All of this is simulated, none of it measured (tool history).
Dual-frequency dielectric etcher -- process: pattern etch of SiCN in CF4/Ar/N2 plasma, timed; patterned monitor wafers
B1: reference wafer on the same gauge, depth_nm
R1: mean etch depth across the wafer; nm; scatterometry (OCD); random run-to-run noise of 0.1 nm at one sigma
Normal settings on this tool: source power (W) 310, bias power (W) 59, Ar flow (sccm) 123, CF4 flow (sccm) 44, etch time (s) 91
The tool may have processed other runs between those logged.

run 1 hour=0 | source_power_(W)=230 bias_power_(W)=59 Ar_flow_(sccm)=98 CF4_flow_(sccm)=44 etch_time_(s)=68.5 | B1=55.68 | R1=28.01
run 2 hour=99 | source_power_(W)=230 bias_power_(W)=66 Ar_flow_(sccm)=123 CF4_flow_(sccm)=49 etch_time_(s)=91 | B1=55.66 | R1=38.05
run 3 hour=174.1 | source_power_(W)=310 bias_power_(W)=47 Ar_flow_(sccm)=123 CF4_flow_(sccm)=44 etch_time_(s)=102.5 | B1=55.68 | R1=49.78
-- hour=207.5 CF4 flow controller replaced
-- hour=257.7 wet clean of the chamber
run 4 hour=258.2 | source_power_(W)=310 bias_power_(W)=59 Ar_flow_(sccm)=123 CF4_flow_(sccm)=44 etch_time_(s)=91 | B1=55.67 | R1=47.1
run 5 hour=344.8 | source_power_(W)=270 bias_power_(W)=59 Ar_flow_(sccm)=145 CF4_flow_(sccm)=40 etch_time_(s)=79 | B1=55.7 | R1=34.7
run 6 hour=410.2 | source_power_(W)=330 bias_power_(W)=59 Ar_flow_(sccm)=123 CF4_flow_(sccm)=52 etch_time_(s)=91 | B1=55.71 | R1=51.69
run 7 hour=479.1 | source_power_(W)=310 bias_power_(W)=67 Ar_flow_(sccm)=110 CF4_flow_(sccm)=34 etch_time_(s)=68 | B1=55.72 | R1=35.41
-- hour=576.2 bias power generator calibrated
run 8 hour=580.5 | source_power_(W)=250 bias_power_(W)=63 Ar_flow_(sccm)=123 CF4_flow_(sccm)=44 etch_time_(s)=91 | B1=55.68 | R1=39.59
-- hour=667.4 Ar flow controller replaced
run 9 hour=667.9 | source_power_(W)=310 bias_power_(W)=68 Ar_flow_(sccm)=108 CF4_flow_(sccm)=44 etch_time_(s)=91 | B1=55.68 | R1=50.02
run 10 hour=721.3 | source_power_(W)=340 bias_power_(W)=59 Ar_flow_(sccm)=123 CF4_flow_(sccm)=44 etch_time_(s)=91 | B1=55.66 | R1=51.24
run 11 hour=816.2 | source_power_(W)=310 bias_power_(W)=67 Ar_flow_(sccm)=110 CF4_flow_(sccm)=34 etch_time_(s)=68 | B1=55.7 | R1=35.56
run 12 hour=863.8 | source_power_(W)=360 bias_power_(W)=59 Ar_flow_(sccm)=100 CF4_flow_(sccm)=44 etch_time_(s)=91 | B1=55.69 | R1=55.68
run 13 hour=908.7 | source_power_(W)=310 bias_power_(W)=59 Ar_flow_(sccm)=112 CF4_flow_(sccm)=38 etch_time_(s)=91 | B1=55.71 | R1=46.39
-- hour=944.4 wet clean of the chamber
run 14 hour=972.7 | source_power_(W)=370 bias_power_(W)=59 Ar_flow_(sccm)=123 CF4_flow_(sccm)=50 etch_time_(s)=91 | B1=55.71 | R1=56.83
run 15 hour=1046.2 | source_power_(W)=310 bias_power_(W)=59 Ar_flow_(sccm)=123 CF4_flow_(sccm)=44 etch_time_(s)=91 | B1=55.67 | R1=47.16
run 16 hour=1104.4 | source_power_(W)=310 bias_power_(W)=59 Ar_flow_(sccm)=123 CF4_flow_(sccm)=44 etch_time_(s)=91 | B1=55.75 | R1=47.35
run 17 hour=1182.7 | source_power_(W)=360 bias_power_(W)=59 Ar_flow_(sccm)=123 CF4_flow_(sccm)=50 etch_time_(s)=91 | B1=55.74 | R1=55.64
run 18 hour=1239.2 | source_power_(W)=350 bias_power_(W)=59 Ar_flow_(sccm)=99 CF4_flow_(sccm)=44 etch_time_(s)=83 | B1=55.74 | R1=49.52
run 19 hour=1326.9 | source_power_(W)=310 bias_power_(W)=59 Ar_flow_(sccm)=123 CF4_flow_(sccm)=44 etch_time_(s)=91 | B1=55.71 | R1=47.19
run 20 hour=1368.6 | source_power_(W)=310 bias_power_(W)=59 Ar_flow_(sccm)=99 CF4_flow_(sccm)=44 etch_time_(s)=79 | B1=55.69 | R1=42.31

Each row is a separate what-if for the run after 20, all from the same tool condition, not one after another. Results?
run A hour=1369 | source_power_(W)=310 bias_power_(W)=71 Ar_flow_(sccm)=123 CF4_flow_(sccm)=44 etch_time_(s)=91 | B1=? | R1=?
run B hour=1369 | source_power_(W)=310 bias_power_(W)=59 Ar_flow_(sccm)=138 CF4_flow_(sccm)=44 etch_time_(s)=91 | B1=? | R1=?
run C hour=1369 | source_power_(W)=310 bias_power_(W)=59 Ar_flow_(sccm)=123 CF4_flow_(sccm)=34 etch_time_(s)=91 | B1=? | R1=?
run D hour=1369 | source_power_(W)=310 bias_power_(W)=73 Ar_flow_(sccm)=123 CF4_flow_(sccm)=44 etch_time_(s)=98 | B1=? | R1=?
run E hour=1369 | source_power_(W)=310 bias_power_(W)=46 Ar_flow_(sccm)=133 CF4_flow_(sccm)=44 etch_time_(s)=91 | B1=? | R1=?

run=A B1=55.69 R1=49.86
run=B B1=55.69 R1=46.25
run=C B1=55.69 R1=44.63
run=D B1=55.69 R1=54.18
run=E B1=55.69 R1=43.22
With no hidden state in the tool, these same runs would have given:
run=A R1=49.86
run=B R1=46.25
run=C R1=44.63
run=D R1=54.18
run=E R1=43.22
